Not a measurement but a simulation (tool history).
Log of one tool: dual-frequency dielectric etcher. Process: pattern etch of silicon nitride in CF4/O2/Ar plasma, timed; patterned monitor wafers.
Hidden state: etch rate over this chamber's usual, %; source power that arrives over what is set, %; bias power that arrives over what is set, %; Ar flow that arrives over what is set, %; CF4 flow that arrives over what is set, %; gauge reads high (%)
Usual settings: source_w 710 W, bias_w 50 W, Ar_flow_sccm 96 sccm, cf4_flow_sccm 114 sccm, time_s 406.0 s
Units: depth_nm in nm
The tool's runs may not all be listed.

| run | hour | source_w | bias_w | Ar_flow_sccm | cf4_flow_sccm | time_s | wafers since the last listed run | hours since the last wet clean | hours since the last source power generator calibration | hours since the last bias power generator calibration | hours since the last Ar flow controller change | hours since the last CF4 flow controller change | hours since the last upper electrode change | hours since the gauge calibration | read-back reference wafer on the same gauge, depth_nm | depth_nm |
|---|---|---|---|---|---|---|---|---|---|---|---|---|---|---|---|---|
| 1 | 0.0 | 710 | 50 | 96 | 93 | 406.0 | 0 | 308.5 | 4932.1 | 2654.7 | 4511.6 | 3645.6 | 4659.6 | 304.4 | 1140.1 | 1138.6 |
| 2 | 25.1 | 710 | 50 | 96 | 114 | 406.0 | 86 | 333.6 | 4957.2 | 2679.8 | 4536.7 | 3670.7 | 4684.7 | 329.5 | 1140.2 | 1163.0 |
| 3 | 38.1 | 710 | 50 | 96 | 114 | 406.0 | 44 | 346.6 | 4970.2 | 2692.8 | 4549.7 | 3683.7 | 4697.7 | 342.5 | 1140.3 | 1161.0 |
| 4 | 62.5 | 710 | 50 | 96 | 114 | 406.0 | 84 | 371.0 | 4994.6 | 2717.2 | 4574.1 | 3708.1 | 4722.1 | 366.9 | 1140.7 | 1159.9 |
|  | 75.7 | Ar flow controller replaced |
|  | 92.2 | upper electrode replaced |
| 5 | 92.7 | 710 | 50 | 96 | 114 | 406.0 | 26 | 401.2 | 5024.8 | 2747.4 | 17.0 | 3738.3 | 0.5 | 397.1 | 1139.8 | 1156.6 |
|  | 102.4 | gauge calibrated |
|  | 121.4 | bias power generator calibrated |
| 6 | 121.9 | 710 | 50 | 96 | 114 | 406.0 | 87 | 430.4 | 5054.0 | 0.5 | 46.2 | 3767.5 | 29.7 | 19.5 | 1139.5 | 1160.4 |
| 7 | 153.7 | 710 | 50 | 96 | 114 | 406.0 | 109 | 462.2 | 5085.8 | 32.3 | 78.0 | 3799.3 | 61.5 | 51.3 | 1139.9 | 1155.8 |
| 8 | 169.6 | 710 | 50 | 96 | 114 | 406.0 | 54 | 478.1 | 5101.7 | 48.2 | 93.9 | 3815.2 | 77.4 | 67.2 | 1139.6 | 1156.1 |
| 9 | 185.2 | 820 | 50 | 96 | 136 | 406.0 | 53 | 493.7 | 5117.3 | 63.8 | 109.5 | 3830.8 | 93.0 | 82.8 | 1139.8 | 1273.4 |
|  | 193.2 | CF4 flow controller replaced |
|  | 230.0 | source power generator calibrated |
|  | 231.1 | wet clean of the chamber |
| 10 | 231.6 | 710 | 61 | 74 | 100 | 406.0 | 121 | 0.5 | 1.6 | 110.2 | 155.9 | 38.4 | 139.4 | 129.2 | 1139.4 | 1271.8 |
| 11 | 236.8 | 710 | 50 | 96 | 114 | 406.0 | 17 | 5.7 | 6.8 | 115.4 | 161.1 | 43.6 | 144.6 | 134.4 | 1140.0 | 1170.3 |
| 12 | 250.2 | 540 | 50 | 96 | 114 | 406.0 | 46 | 19.1 | 20.2 | 128.8 | 174.5 | 57.0 | 158.0 | 147.8 | 1140.2 | 1029.4 |
| 13 | 266.4 | 710 | 61 | 111 | 114 | 406.0 | 55 | 35.3 | 36.4 | 145.0 | 190.7 | 73.2 | 174.2 | 164.0 | 1139.9 | 1229.4 |
| 14 | 298.1 | 710 | 50 | 96 | 114 | 406.0 | 109 | 67.0 | 68.1 | 176.7 | 222.4 | 104.9 | 205.9 | 195.7 | 1140.3 | 1173.6 |
| 15 | 326.3 | 580 | 50 | 96 | 114 | 527.5 | 97 | 95.2 | 96.3 | 204.9 | 250.6 | 133.1 | 234.1 | 223.9 | 1139.5 | 1378.7 |
| 16 | 360.5 | 620 | 60 | 96 | 114 | 345.0 | 118 | 129.4 | 130.5 | 239.1 | 284.8 | 167.3 | 268.3 | 258.1 | 1140.4 | 983.3 |
| 17 | 379.1 | 710 | 50 | 96 | 114 | 406.0 | 64 | 148.0 | 149.1 | 257.7 | 303.4 | 185.9 | 286.9 | 276.7 | 1140.1 | 1167.9 |
| 18 | 395.6 | 710 | 44 | 86 | 141 | 406.0 | 57 | 164.5 | 165.6 | 274.2 | 319.9 | 202.4 | 303.4 | 293.2 | 1139.2 | 1162.2 |
| 19 | 410.2 | 710 | 50 | 96 | 114 | 406.0 | 50 | 179.1 | 180.2 | 288.8 | 334.5 | 217.0 | 318.0 | 307.8 | 1140.0 | 1169.3 |
| 20 | 426.1 | 710 | 50 | 96 | 114 | 406.0 | 54 | 195.0 | 196.1 | 304.7 | 350.4 | 232.9 | 333.9 | 323.7 | 1140.4 | 1167.3 |

Forecast each of these 5 alternatives for the next run:
| A | 426.6 | 710 | 50 | 96 | 114 | 406.0 | 1 | 195.5 | 196.6 | 305.2 | 350.9 | 233.4 | 334.4 | 324.2 | ? | ? |
| B | 426.6 | 760 | 46 | 96 | 99 | 309.5 | 1 | 195.5 | 196.6 | 305.2 | 350.9 | 233.4 | 334.4 | 324.2 | ? | ? |
| C | 426.6 | 710 | 50 | 81 | 141 | 293.0 | 1 | 195.5 | 196.6 | 305.2 | 350.9 | 233.4 | 334.4 | 324.2 | ? | ? |
| D | 426.6 | 710 | 50 | 96 | 114 | 323.5 | 1 | 195.5 | 196.6 | 305.2 | 350.9 | 233.4 | 334.4 | 324.2 | ? | ? |
| E | 426.6 | 710 | 50 | 96 | 129 | 406.0 | 1 | 195.5 | 196.6 | 305.2 | 350.9 | 233.4 | 334.4 | 324.2 | ? | ? |

| run | read-back reference wafer on the same gauge, depth_nm | depth_nm |
|---|---|---|
| A | 1140.4 | 1167.1 |
| B | 1140.4 | 885.7 |
| C | 1140.4 | 875.6 |
| D | 1140.4 | 929.9 |
| E | 1140.4 | 1181.5 |
Without the tool's hidden state the same runs would have given:
| run | depth_nm |
|---|---|
| A | 1174.4 |
| B | 891.2 |
| C | 881.0 |
| D | 935.7 |
| E | 1188.9 |

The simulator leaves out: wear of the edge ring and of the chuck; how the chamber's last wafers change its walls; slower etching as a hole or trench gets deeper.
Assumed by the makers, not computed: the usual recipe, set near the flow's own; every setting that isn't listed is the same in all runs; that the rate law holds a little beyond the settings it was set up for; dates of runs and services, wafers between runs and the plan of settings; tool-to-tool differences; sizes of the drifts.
